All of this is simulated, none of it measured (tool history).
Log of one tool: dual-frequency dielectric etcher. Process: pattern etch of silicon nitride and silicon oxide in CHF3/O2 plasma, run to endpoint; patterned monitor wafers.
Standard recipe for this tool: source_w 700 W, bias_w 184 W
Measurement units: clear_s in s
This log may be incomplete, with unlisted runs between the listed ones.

run    hour  source_w  bias_w  wafers since the last listed run  hours since the last wet clean  hours since the last source power generator calibration  hours since the last bias power generator calibration  hours since the last upper electrode change  incoming incoming film thickness, nm  clear_s
  1     0.0       700     184                                 0                           251.3                                                   1764.8                                                 1604.2                                       1578.4                                 248.0    147.0
  2   105.3       700     184                               587                           356.6                                                   1870.1                                                 1709.5                                       1683.7                                 247.1    145.5
  3   274.2       750     184                               941                           525.5                                                   2039.0                                                 1878.4                                       1852.6                                 247.3    141.4
      356.7  -- wet clean of the chamber
  4   375.5       750     184                               431                            18.8                                                   2140.3                                                 1979.7                                       1953.9                                 243.2    141.5
  5   474.0       750     184                               549                           117.3                                                   2238.8                                                 2078.2                                       2052.4                                 245.2    141.2
  6   532.3       700     184                               325                           175.6                                                   2297.1                                                 2136.5                                       2110.7                                 246.3    146.0
  7   627.6       700     151                               531                           270.9                                                   2392.4                                                 2231.8                                       2206.0                                 249.0    161.8
  8   763.7       700     184                               759                           407.0                                                   2528.5                                                 2367.9                                       2342.1                                 244.7    143.6
  9   867.8       700     184                               580                           511.1                                                   2632.6                                                 2472.0                                       2446.2                                 249.5    146.2
      878.3  -- bias power generator calibrated
 10   931.5       700     184                               332                           574.8                                                   2696.3                                                   53.2                                       2509.9                                 247.7    147.9
     1006.7  -- wet clean of the chamber
 11  1007.2       700     168                               288                             0.5                                                   2772.0                                                  128.9                                       2585.6                                 247.9    157.3
 12  1053.3       700     168                               257                            46.6                                                   2818.1                                                  175.0                                       2631.7                                 247.0    155.8
 13  1096.9       700     184                               243                            90.2                                                   2861.7                                                  218.6                                       2675.3                                 244.4    147.1
     1113.6  -- source power generator calibrated
 14  1162.6       700     184                               344                           155.9                                                     49.0                                                  284.3                                       2741.0                                 246.3    147.6
 15  1223.6       700     184                               340                           216.9                                                    110.0                                                  345.3                                       2802.0                                 248.4    148.8
 16  1329.9       700     142                               592                           323.2                                                    216.3                                                  451.6                                       2908.3                                 247.8    168.7
 17  1417.7       780     208                               489                           411.0                                                    304.1                                                  539.4                                       2996.1                                 246.1    130.6
 18  1502.6       610     201                               473                           495.9                                                    389.0                                                  624.3                                       3081.0                                 248.7    148.4
 19  1560.1       590     207                               320                           553.4                                                    446.5                                                  681.8                                       3138.5                                 245.3    146.3
 20  1620.5       760     151                               336                           613.8                                                    506.9                                                  742.2                                       3198.9                                 250.1    156.2
     1663.5  -- wet clean of the chamber
 21  1721.8       610     201                               431                            58.3                                                    608.2                                                  843.5                                       3300.2                                 249.0    151.1
 22  1826.1       700     184                               581                           162.6                                                    712.5                                                  947.8                                       3404.5                                 246.0    146.8
 23  1870.3       700     198                               246                           206.8                                                    756.7                                                  992.0                                       3448.7                                 246.7    142.1
     1952.7  -- upper electrode replaced
 24  1972.9       810     228                               438                           309.4                                                    859.3                                                 1094.6                                         20.2                                 247.4    124.2
 25  2076.1       520     150                               575                           412.6                                                    962.5                                                 1197.8                                        123.4                                 245.1    183.5
 26  2123.5       700     184                               264                           460.0                                                   1009.9                                                 1245.2                                        170.8                                 247.3    145.1
 27  2202.7       860     150                               441                           539.2                                                   1089.1                                                 1324.4                                        250.0                                 245.7    146.8
 28  2278.6       700     184                               423                           615.1                                                   1165.0                                                 1400.3                                        325.9                                 245.0    143.4
 29  2369.2       620     155                               505                           705.7                                                   1255.6                                                 1490.9                                        416.5                                 250.3    168.4
     2406.9  -- wet clean of the chamber
 30  2419.8       650     144                               148                            12.9                                                   1306.2                                                 1541.5                                        467.1                                 248.2    173.8
 31  2522.4       700     184                               572                           115.5                                                   1408.8                                                 1644.1                                        569.7                                 249.2    147.5
 32  2596.5       700     184                               413                           189.6                                                   1482.9                                                 1718.2                                        643.8                                 247.6    146.4
 33  2680.4       840     206                               467                           273.5                                                   1566.8                                                 1802.1                                        727.7                                 247.3    128.4
 34  2787.4       610     201                               596                           380.5                                                   1673.8                                                 1909.1                                        834.7                                 246.3    146.0
 35  2888.7       700     207                               564                           481.8                                                   1775.1                                                 2010.4                                        936.0                                 245.9    135.4

Predict each of these 4 candidate next runs independently; none follows another, all start after run 35:
  A  2889.2       700     222                                 2                           482.3                                                   1775.6                                                 2010.9                                        936.5                                 247.3        ?
  B  2889.2       750     169                                 2                           482.3                                                   1775.6                                                 2010.9                                        936.5                                 247.3        ?
  C  2889.2       790     156                                 2                           482.3                                                   1775.6                                                 2010.9                                        936.5                                 247.3        ?
  D  2889.2       810     206                                 2                           482.3                                                   1775.6                                                 2010.9                                        936.5                                 247.3        ?

run  clear_s
  A    132.0
  B    146.9
  C    149.8
  D    129.0
Stripped of hidden state, with their random variation kept, the same runs would have yielded:
run  clear_s
  A    136.9
  B    152.1
  C    155.0
  D    133.7
